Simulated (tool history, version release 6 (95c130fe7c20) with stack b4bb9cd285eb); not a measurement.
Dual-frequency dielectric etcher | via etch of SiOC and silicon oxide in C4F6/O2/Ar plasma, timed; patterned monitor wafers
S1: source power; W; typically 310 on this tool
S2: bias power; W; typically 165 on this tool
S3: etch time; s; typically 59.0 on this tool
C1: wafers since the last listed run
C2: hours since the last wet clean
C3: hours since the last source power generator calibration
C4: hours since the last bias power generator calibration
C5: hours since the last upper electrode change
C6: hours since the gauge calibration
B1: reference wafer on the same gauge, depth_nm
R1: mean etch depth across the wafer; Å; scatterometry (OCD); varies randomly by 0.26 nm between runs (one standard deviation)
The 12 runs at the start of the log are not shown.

run 13 hour=804.5 | S1=280 S2=150 S3=59.0 | C1=679 C2=363.4 C3=3041.6 C4=4983.2 C5=2205.3 C6=608.6 | B1=63.3 | R1=576
run 14 hour=901.0 | S1=310 S2=165 S3=59.0 | C1=994 C2=459.9 C3=3138.1 C4=5079.7 C5=2301.8 C6=705.1 | B1=63.3 | R1=606
run 15 hour=940.4 | S1=230 S2=199 S3=51.0 | C1=405 C2=499.3 C3=3177.5 C4=5119.1 C5=2341.2 C6=744.5 | B1=63.1 | R1=502
run 16 hour=1024.1 | S1=310 S2=139 S3=74.5 | C1=862 C2=583.0 C3=3261.2 C4=5202.8 C5=2424.9 C6=828.2 | B1=63.2 | R1=745
run 17 hour=1093.6 | S1=250 S2=133 S3=69.5 | C1=715 C2=652.5 C3=3330.7 C4=5272.3 C5=2494.4 C6=897.7 | B1=63.2 | R1=639
-- hour=1120.3 wet clean of the chamber
-- hour=1126.4 bias power generator calibrated
run 18 hour=1140.1 | S1=310 S2=165 S3=59.0 | C1=190 C2=19.8 C3=3377.2 C4=13.7 C5=2540.9 C6=944.2 | B1=63.2 | R1=608
-- hour=1181.2 source power generator calibrated
run 19 hour=1186.0 | S1=280 S2=191 S3=59.0 | C1=431 C2=65.7 C3=4.8 C4=59.6 C5=2586.8 C6=990.1 | B1=63.3 | R1=622
run 20 hour=1255.1 | S1=310 S2=165 S3=59.0 | C1=711 C2=134.8 C3=73.9 C4=128.7 C5=2655.9 C6=1059.2 | B1=63.2 | R1=619
-- hour=1301.7 upper electrode replaced
run 21 hour=1357.5 | S1=310 S2=165 S3=59.0 | C1=807 C2=237.2 C3=176.3 C4=231.1 C5=55.8 C6=1161.6 | B1=63.2 | R1=617
run 22 hour=1423.0 | S1=310 S2=139 S3=66.5 | C1=674 C2=302.7 C3=241.8 C4=296.6 C5=121.3 C6=1227.1 | B1=63.2 | R1=660
run 23 hour=1504.4 | S1=310 S2=165 S3=59.0 | C1=838 C2=384.1 C3=323.2 C4=378.0 C5=202.7 C6=1308.5 | B1=63.3 | R1=614
run 24 hour=1570.2 | S1=310 S2=165 S3=59.0 | C1=677 C2=449.9 C3=389.0 C4=443.8 C5=268.5 C6=1374.3 | B1=63.1 | R1=611
run 25 hour=1637.5 | S1=310 S2=152 S3=59.0 | C1=693 C2=517.2 C3=456.3 C4=511.1 C5=335.8 C6=1441.6 | B1=63.2 | R1=601
run 26 hour=1745.4 | S1=310 S2=150 S3=59.0 | C1=1111 C2=625.1 C3=564.2 C4=619.0 C5=443.7 C6=1549.5 | B1=63.2 | R1=601
-- hour=1793.2 wet clean of the chamber
run 27 hour=1845.1 | S1=390 S2=127 S3=50.0 | C1=779 C2=51.9 C3=663.9 C4=718.7 C5=543.4 C6=1649.2 | B1=63.2 | R1=525
run 28 hour=1907.3 | S1=310 S2=165 S3=59.0 | C1=640 C2=114.1 C3=726.1 C4=780.9 C5=605.6 C6=1711.4 | B1=63.2 | R1=614

Forecast run 29:
run 29 hour=1966.7 | S1=250 S2=130 S3=59.0 | C1=611 C2=173.5 C3=785.5 C4=840.3 C5=665.0 C6=1770.8 | B1=? | R1=?

B1: 63.2
R1: 547 Å
Without the tool's hidden state the same run would have given R1 547 Å.
